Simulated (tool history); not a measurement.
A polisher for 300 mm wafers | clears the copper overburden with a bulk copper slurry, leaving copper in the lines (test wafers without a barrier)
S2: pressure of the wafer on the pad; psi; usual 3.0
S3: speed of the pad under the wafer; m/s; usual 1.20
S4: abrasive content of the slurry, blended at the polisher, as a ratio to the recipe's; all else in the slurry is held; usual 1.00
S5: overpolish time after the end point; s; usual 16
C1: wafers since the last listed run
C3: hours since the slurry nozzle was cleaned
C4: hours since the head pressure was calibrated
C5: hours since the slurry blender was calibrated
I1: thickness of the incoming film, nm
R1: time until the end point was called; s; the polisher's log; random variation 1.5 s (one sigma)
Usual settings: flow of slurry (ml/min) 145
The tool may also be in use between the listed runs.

run 1 day=0.000 | flow_of_slurry_(ml/min)=145 S2=3.0 S3=1.20 S4=1.00 S5=16 | C1=0 wafers_polished_on_this_pad=982 C3=331.3 C4=1196.8 C5=49.0 | I1=1371.1 | R1=124.3
-- day=2.838 slurry nozzle cleaned
run 2 day=3.746 | flow_of_slurry_(ml/min)=145 S2=3.0 S3=1.20 S4=1.00 S5=16 | C1=747 wafers_polished_on_this_pad=1729 C3=21.8 C4=1286.7 C5=138.9 | I1=1390.2 | R1=129.4
-- day=4.579 head pressure recalibrated
run 3 day=6.438 | flow_of_slurry_(ml/min)=145 S2=3.7 S3=1.20 S4=1.00 S5=16 | C1=526 wafers_polished_on_this_pad=2256 C3=86.4 C4=44.6 C5=203.5 | I1=1389.6 | R1=110.6
run 4 day=9.167 | flow_of_slurry_(ml/min)=145 S2=3.7 S3=1.20 S4=1.00 S5=16 | C1=550 wafers_polished_on_this_pad=2807 C3=151.9 C4=110.1 C5=269.0 | I1=1382.2 | R1=113.9
-- day=10.783 slurry blender recalibrated
-- day=12.054 worn pad replaced by a new one
run 5 day=13.362 | flow_of_slurry_(ml/min)=135 S2=3.0 S3=1.20 S4=1.00 S5=16 | C1=796 wafers_polished_on_this_pad=264 C3=252.6 C4=210.8 C5=61.9 | I1=1386.3 | R1=122.7
-- day=16.675 slurry nozzle cleaned
run 6 day=17.829 | flow_of_slurry_(ml/min)=145 S2=3.0 S3=1.20 S4=1.00 S5=16 | C1=893 wafers_polished_on_this_pad=1157 C3=27.7 C4=318.0 C5=169.1 | I1=1382.3 | R1=125.8
run 7 day=20.142 | flow_of_slurry_(ml/min)=145 S2=3.0 S3=1.20 S4=1.00 S5=16 | C1=466 wafers_polished_on_this_pad=1623 C3=83.2 C4=373.5 C5=224.6 | I1=1407.6 | R1=128.5
run 8 day=21.729 | flow_of_slurry_(ml/min)=145 S2=3.0 S3=1.20 S4=1.00 S5=16 | C1=320 wafers_polished_on_this_pad=1944 C3=121.3 C4=411.6 C5=262.7 | I1=1368.5 | R1=128.4
run 9 day=23.275 | flow_of_slurry_(ml/min)=145 S2=3.0 S3=1.20 S4=1.00 S5=16 | C1=311 wafers_polished_on_this_pad=2256 C3=158.4 C4=448.7 C5=299.8 | I1=1386.5 | R1=128.3
-- day=24.096 slurry blender recalibrated
run 10 day=24.888 | flow_of_slurry_(ml/min)=145 S2=3.0 S3=1.20 S4=1.20 S5=13 | C1=308 wafers_polished_on_this_pad=2564 C3=197.1 C4=487.4 C5=19.0 | I1=1411.6 | R1=125.5
run 11 day=27.942 | flow_of_slurry_(ml/min)=145 S2=3.0 S3=1.20 S4=1.20 S5=13 | C1=616 wafers_polished_on_this_pad=3181 C3=270.4 C4=560.7 C5=92.3 | I1=1413.9 | R1=133.4
-- day=28.671 worn pad replaced by a new one
run 12 day=31.042 | flow_of_slurry_(ml/min)=145 S2=3.0 S3=1.20 S4=1.20 S5=13 | C1=592 wafers_polished_on_this_pad=478 C3=344.8 C4=635.1 C5=166.7 | I1=1368.0 | R1=115.6
-- day=33.283 slurry nozzle cleaned
run 13 day=34.717 | flow_of_slurry_(ml/min)=145 S2=3.0 S3=1.02 S4=1.00 S5=16 | C1=733 wafers_polished_on_this_pad=1211 C3=34.4 C4=723.3 C5=254.9 | I1=1411.1 | R1=150.7
run 14 day=37.904 | flow_of_slurry_(ml/min)=165 S2=3.0 S3=1.20 S4=1.00 S5=24 | C1=643 wafers_polished_on_this_pad=1854 C3=110.9 C4=799.8 C5=331.4 | I1=1417.4 | R1=132.2
-- day=38.483 slurry blender recalibrated
run 15 day=39.908 | flow_of_slurry_(ml/min)=165 S2=3.0 S3=1.20 S4=1.00 S5=16 | C1=387 wafers_polished_on_this_pad=2242 C3=159.0 C4=847.9 C5=34.2 | I1=1372.8 | R1=128.6
-- day=42.162 worn pad replaced by a new one
run 16 day=44.075 | flow_of_slurry_(ml/min)=145 S2=3.0 S3=1.20 S4=1.00 S5=16 | C1=807 wafers_polished_on_this_pad=386 C3=259.0 C4=947.9 C5=134.2 | I1=1389.5 | R1=126.2
run 17 day=46.333 | flow_of_slurry_(ml/min)=145 S2=3.4 S3=0.88 S4=1.00 S5=16 | C1=455 wafers_polished_on_this_pad=841 C3=313.2 C4=1002.1 C5=188.4 | I1=1395.9 | R1=159.0
run 18 day=48.850 | flow_of_slurry_(ml/min)=95 S2=4.0 S3=0.78 S4=0.80 S5=16 | C1=507 wafers_polished_on_this_pad=1349 C3=373.6 C4=1062.5 C5=248.8 | I1=1378.1 | R1=176.0
-- day=49.162 slurry nozzle cleaned
-- day=50.700 head pressure recalibrated
run 19 day=51.767 | flow_of_slurry_(ml/min)=145 S2=2.7 S3=1.20 S4=1.15 S5=16 | C1=563 wafers_polished_on_this_pad=1913 C3=62.5 C4=25.6 C5=318.8 | I1=1372.5 | R1=138.4
-- day=54.979 worn pad replaced by a new one
-- day=55.392 slurry blender recalibrated
run 20 day=56.146 | flow_of_slurry_(ml/min)=145 S2=2.4 S3=1.60 S4=1.00 S5=23 | C1=833 wafers_polished_on_this_pad=218 C3=167.6 C4=130.7 C5=18.1 | I1=1406.3 | R1=113.8
run 21 day=58.962 | flow_of_slurry_(ml/min)=145 S2=3.0 S3=1.08 S4=1.00 S5=16 | C1=568 wafers_polished_on_this_pad=786 C3=235.2 C4=198.3 C5=85.7 | I1=1368.4 | R1=133.8
run 22 day=61.400 | flow_of_slurry_(ml/min)=115 S2=3.0 S3=1.20 S4=1.25 S5=11 | C1=491 wafers_polished_on_this_pad=1278 C3=293.7 C4=256.8 C5=144.2 | I1=1368.9 | R1=123.6

Run 23 comes next. What will it give?
-- day=63.354 slurry nozzle cleaned
run 23 day=64.471 | flow_of_slurry_(ml/min)=145 S2=3.0 S3=1.20 S4=1.00 S5=16 | C1=611 wafers_polished_on_this_pad=1890 C3=26.8 C4=330.5 C5=217.9 | I1=1385.6 | R1=?

Run 23 gave R1 127.6 s.
Without the tool's hidden state the same run would have given R1 118.5 s.
